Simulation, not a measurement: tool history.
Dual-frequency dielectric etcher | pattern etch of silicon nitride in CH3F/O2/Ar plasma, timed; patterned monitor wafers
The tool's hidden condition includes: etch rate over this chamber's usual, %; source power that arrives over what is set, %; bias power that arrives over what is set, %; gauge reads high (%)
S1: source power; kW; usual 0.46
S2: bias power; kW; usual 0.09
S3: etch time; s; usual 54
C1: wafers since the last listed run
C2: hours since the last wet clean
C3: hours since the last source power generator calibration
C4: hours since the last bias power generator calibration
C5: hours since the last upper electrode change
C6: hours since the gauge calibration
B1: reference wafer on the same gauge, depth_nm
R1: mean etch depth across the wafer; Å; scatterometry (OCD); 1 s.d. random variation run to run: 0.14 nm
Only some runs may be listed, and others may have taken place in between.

run,hour,S1,S2,S3,C1,C2,C3,C4,C5,C6,B1,R1
1,0,0.46,0.09,54,0,524.8,3872.4,2178.4,4337.9,591.9,42.45,404.2
2,11.3,0.46,0.09,54,100,536.1,3883.7,2189.7,4349.2,603.2,42.4,407.7
3,21.9,0.52,0.09,54,94,546.7,3894.3,2200.3,4359.8,613.8,42.4,431.8
4,35.4,0.52,0.09,54,120,560.2,3907.8,2213.8,4373.3,627.3,42.38,432.1
5,48.9,0.46,0.081,54,120,573.7,3921.3,2227.3,4386.8,640.8,42.41,395
6,55.2,0.46,0.081,54,56,580,3927.6,2233.6,4393.1,647.1,42.38,396.6
7,62.3,0.46,0.09,54,63,587.1,3934.7,2240.7,4400.2,654.2,42.43,408.1
# hour 69.8: gauge calibrated
8,75.8,0.46,0.076,54,120,600.6,3948.2,2254.2,4413.7,6,42.4,388.7
# hour 111.1: source power generator calibrated
# hour 112.1: wet clean of the chamber
9,112.6,0.55,0.09,70,283,0.5,1.5,2291,4450.5,42.8,42.39,567.2
10,116.8,0.46,0.111,38.5,37,4.7,5.7,2295.2,4454.7,47,42.34,302.8
# hour 124.1: bias power generator calibrated
11,124.6,0.46,0.09,54,33,12.5,13.5,0.5,4462.5,54.8,42.45,401.6
12,133.4,0.46,0.09,48,78,21.3,22.3,9.3,4471.3,63.6,42.37,356.2
13,145.6,0.41,0.106,40,108,33.5,34.5,21.5,4483.5,75.8,42.43,292.7
14,160.1,0.41,0.107,54,129,48,49,36,4498,90.3,42.37,396.1
15,166.7,0.46,0.068,54,58,54.6,55.6,42.6,4504.6,96.9,42.41,373.1
16,183.7,0.46,0.068,61,151,71.6,72.6,59.6,4521.6,113.9,42.44,424.4
17,197.2,0.46,0.09,54,120,85.1,86.1,73.1,4535.1,127.4,42.4,401.1
18,209.8,0.37,0.097,54,112,97.7,98.7,85.7,4547.7,140,42.39,364.5
19,220,0.46,0.09,54,90,107.9,108.9,95.9,4557.9,150.2,42.34,401.7
20,228.7,0.5,0.076,54,77,116.6,117.6,104.6,4566.6,158.9,42.4,403.2
# hour 270.6: upper electrode replaced
21,281,0.46,0.09,54,251,168.9,169.9,156.9,10.4,211.2,42.42,403.1
22,293.3,0.46,0.073,54,109,181.2,182.2,169.2,22.7,223.5,42.42,378.6
23,313.2,0.4,0.09,54,177,201.1,202.1,189.1,42.6,243.4,42.39,372.9
24,330.5,0.46,0.09,41.5,153,218.4,219.4,206.4,59.9,260.7,42.41,309.2
25,346.8,0.35,0.09,68.5,145,234.7,235.7,222.7,76.2,277,42.39,440.6
26,355.7,0.46,0.075,54,79,243.6,244.6,231.6,85.1,285.9,42.42,385.7
27,362.1,0.46,0.09,54,56,250,251,238,91.5,292.3,42.41,403.2
28,373.7,0.46,0.073,60,103,261.6,262.6,249.6,103.1,303.9,42.41,425.5
29,390.8,0.43,0.09,54,152,278.7,279.7,266.7,120.2,321,42.42,387.7

5 options for the next run, each taken on its own from the tool as it stands now. Forecast them:
A,391.2,0.46,0.09,64,3,279.1,280.1,267.1,120.6,321.4,?,?
B,391.2,0.46,0.084,54,3,279.1,280.1,267.1,120.6,321.4,?,?
C,391.2,0.46,0.09,41,3,279.1,280.1,267.1,120.6,321.4,?,?
D,391.2,0.56,0.079,48,3,279.1,280.1,267.1,120.6,321.4,?,?
E,391.2,0.5,0.09,54,3,279.1,280.1,267.1,120.6,321.4,?,?

run,B1,R1
A,42.44,476
B,42.44,394.5
C,42.44,305
D,42.44,381.5
E,42.44,419.2
Had the tool no hidden state, the same runs would have come out as:
run,R1
A,472.2
B,391.4
C,302.5
D,378.4
E,415.8
